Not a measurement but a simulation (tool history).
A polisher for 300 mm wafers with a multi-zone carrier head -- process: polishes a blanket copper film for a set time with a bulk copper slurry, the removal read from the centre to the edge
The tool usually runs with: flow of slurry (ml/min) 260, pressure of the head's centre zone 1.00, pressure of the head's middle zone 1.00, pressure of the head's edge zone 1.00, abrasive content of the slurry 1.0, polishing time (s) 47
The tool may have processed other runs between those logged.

run,hour,flow of slurry (ml/min),pressure of the head's centre zone,pressure of the head's middle zone,pressure of the head's edge zone,abrasive content of the slurry,polishing time (s),"incoming thickness of the incoming film, nm",film removed at the wafer's centre (nm),film removed at mid-radius (nm),film removed at the wafer's edge (nm)
1,0.0,260,1.00,1.00,1.00,0.9,57,3846.7,321.5,332.6,341.0
# hour 20.7: worn pad replaced by a new one
2,21.2,260,1.00,1.00,1.00,1.0,47,3809.8,299.5,303.0,319.1
3,35.8,260,1.00,1.00,1.00,1.0,47,3833.0,299.3,302.3,315.3
# hour 47.1: edge zone pressure recalibrated
4,52.2,260,1.00,1.00,1.00,1.0,52,3869.1,328.5,332.6,342.2
5,58.2,260,1.00,1.00,1.00,1.0,52,3886.3,327.1,330.2,343.4
6,70.0,260,1.00,1.00,1.00,1.0,47,3899.2,293.4,292.7,303.5
7,77.0,260,1.00,1.00,1.00,1.0,47,3819.3,292.3,290.3,303.7
# hour 83.5: slurry nozzle cleaned
# hour 91.6: carrier head's membrane replaced by a new one
8,92.1,260,1.00,1.00,1.00,1.0,52,3892.1,307.2,316.1,320.3
9,100.8,260,1.00,1.00,1.00,0.9,57,3871.8,329.0,331.3,336.0
# hour 114.6: worn pad replaced by a new one
10,118.7,260,1.00,1.00,1.00,1.0,47,3875.3,306.3,308.5,312.2
# hour 131.4: centre zone pressure recalibrated
11,131.9,330,1.12,0.92,1.00,1.0,47,3806.3,335.6,293.8,317.0
12,142.9,260,1.00,1.00,0.92,1.0,34,3851.7,216.1,211.5,214.4
13,153.6,260,1.07,1.00,1.00,1.0,47,3828.1,313.6,301.2,306.6

Forecast run 14:
14,162.5,205,0.92,1.00,1.05,1.0,35,3813.1,?,?,?

{"run 14": {"film removed at the wafer's centre (nm)": 197.9, "film removed at mid-radius (nm)": 210.8, "film removed at the wafer's edge (nm)": 225.8}}
With no hidden state in the tool, this same run would have given film removed at the wafer's centre (nm) 205.9, film removed at mid-radius (nm) 219.4, film removed at the wafer's edge (nm) 234.9.

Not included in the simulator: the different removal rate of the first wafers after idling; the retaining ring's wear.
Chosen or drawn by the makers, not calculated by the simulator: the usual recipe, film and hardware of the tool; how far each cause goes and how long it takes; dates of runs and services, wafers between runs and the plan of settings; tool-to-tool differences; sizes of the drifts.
